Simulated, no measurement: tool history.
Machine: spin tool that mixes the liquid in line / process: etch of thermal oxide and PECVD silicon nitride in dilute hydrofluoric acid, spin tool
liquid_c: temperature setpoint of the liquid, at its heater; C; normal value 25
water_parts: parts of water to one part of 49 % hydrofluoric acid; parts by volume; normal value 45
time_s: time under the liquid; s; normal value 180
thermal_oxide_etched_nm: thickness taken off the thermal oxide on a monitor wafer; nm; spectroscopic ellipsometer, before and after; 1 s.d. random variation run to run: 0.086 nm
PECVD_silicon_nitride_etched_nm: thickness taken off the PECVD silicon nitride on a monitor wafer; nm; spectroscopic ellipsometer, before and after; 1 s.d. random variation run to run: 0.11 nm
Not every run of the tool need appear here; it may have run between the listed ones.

run	hour	liquid_c	water_parts	time_s	read-back film thickness of the thermal oxide reference wafer, read on the same gauge (nm)	read-back film thickness of the PECVD silicon nitride reference wafer, read on the same gauge (nm)	thermal_oxide_etched_nm	PECVD_silicon_nitride_etched_nm
1	0	27.5	35	180	90.02	120.02	32.12	32.56
2	20.9	27.5	35	180	90.01	119.99	32.28	32.72
3	52.2	25	45	225	89.99	119.96	27.75	26.92
4	65.7	25	45	180	89.99	119.97	22.4	21.66
5	85	25	45	180	90.03	120	22.36	21.83
# hour 101.1: gauge calibrated
6	109.5	25	45	180	90.02	120.02	22.31	21.97
7	135.4	26.5	45	180	90	120.04	23.94	24.3
# hour 146.6: hydrofluoric acid flow meter replaced
8	154.5	22	30	95	89.99	120	16.08	13.88

For run 9, what comes out?
9	181.4	25	45	180	?	?	?	?

read-back film thickness of the thermal oxide reference wafer, read on the same gauge (nm): 90
read-back film thickness of the PECVD silicon nitride reference wafer, read on the same gauge (nm): 120.02
thermal_oxide_etched_nm: 22.4 nm
PECVD_silicon_nitride_etched_nm: 22.01 nm
Minus the tool's unlogged condition, the same run would have read thermal_oxide_etched_nm 20.8 nm, PECVD_silicon_nitride_etched_nm 19.49 nm.
